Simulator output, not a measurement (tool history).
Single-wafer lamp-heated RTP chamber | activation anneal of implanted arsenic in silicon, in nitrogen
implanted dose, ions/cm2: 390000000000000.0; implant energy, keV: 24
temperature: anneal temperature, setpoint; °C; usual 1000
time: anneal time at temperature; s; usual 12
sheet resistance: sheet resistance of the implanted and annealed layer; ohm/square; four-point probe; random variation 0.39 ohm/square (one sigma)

run	day	temperature	time	wafers since the last listed run	wafers since the last pyrometer calibration	wafers since the reflector plate was cleaned	hours since the gauge calibration	read-back reference wafer on the same gauge, sheet resistance	sheet resistance
1	0.000	987	12	0	6926	7820	30.6	235.84	259.17
2	0.658	1011	12	343	7270	8164	46.4	235.87	257.48
3	0.967	1011	12	161	7431	8325	53.8	236.03	256.32
4	1.392	1011	12	222	7653	8547	64.0	235.97	256.80
5	1.879	1000	12	254	7908	8801	75.7	235.94	257.81
6	2.433	1000	12	289	8198	9091	89.0	235.99	258.17
# day 2.754: gauge calibrated
# day 3.150: pyrometer window cleaned and pyrometer calibrated
7	3.171	1000	12	211	11	9302	10.0	236.05	257.46
8	3.371	1000	12	104	116	9407	14.8	235.91	258.58
9	3.733	1000	12	189	305	9596	23.5	235.85	257.90
10	4.275	1000	12	283	588	9879	36.5	236.03	257.68
11	4.796	1009	12	272	861	10151	49.0	235.94	257.54
12	5.454	982	12	343	1205	10495	64.8	236.03	259.39
13	5.733	1000	6	145	1350	10641	71.5	236.08	261.21
# day 6.246: reflector plate cleaned
14	6.267	1029	12	104	1455	11	84.3	236.01	255.36
15	6.279	1019	14	6	1461	18	84.6	236.05	256.17
16	6.675	1000	12	206	1668	224	94.1	235.99	258.03
# day 6.858: gauge calibrated
17	7.267	1000	9	309	1977	534	9.8	236.04	259.74
18	7.583	1000	12	165	2143	699	17.4	235.98	258.47
19	7.979	1000	12	206	2350	906	26.9	236.09	257.90
20	8.233	1027	6	132	2483	1039	33.0	235.96	258.57

5 ways to go on from here, each from the tool as it stands after run 20. What would each give?
A	8.250	1000	12	8	2491	1047	33.4	?	?
B	8.250	1010	6	8	2491	1047	33.4	?	?
C	8.250	972	14	8	2491	1047	33.4	?	?
D	8.250	1013	14	8	2491	1047	33.4	?	?
E	8.250	1027	16	8	2491	1047	33.4	?	?

run	read-back reference wafer on the same gauge, sheet resistance	sheet resistance
A	236.04	257.76
B	236.04	259.61
C	236.04	258.90
D	236.04	255.93
E	236.04	253.78
Without the tool's hidden state the same runs would have given:
run	sheet resistance
A	257.76
B	259.61
C	258.90
D	255.93
E	253.78

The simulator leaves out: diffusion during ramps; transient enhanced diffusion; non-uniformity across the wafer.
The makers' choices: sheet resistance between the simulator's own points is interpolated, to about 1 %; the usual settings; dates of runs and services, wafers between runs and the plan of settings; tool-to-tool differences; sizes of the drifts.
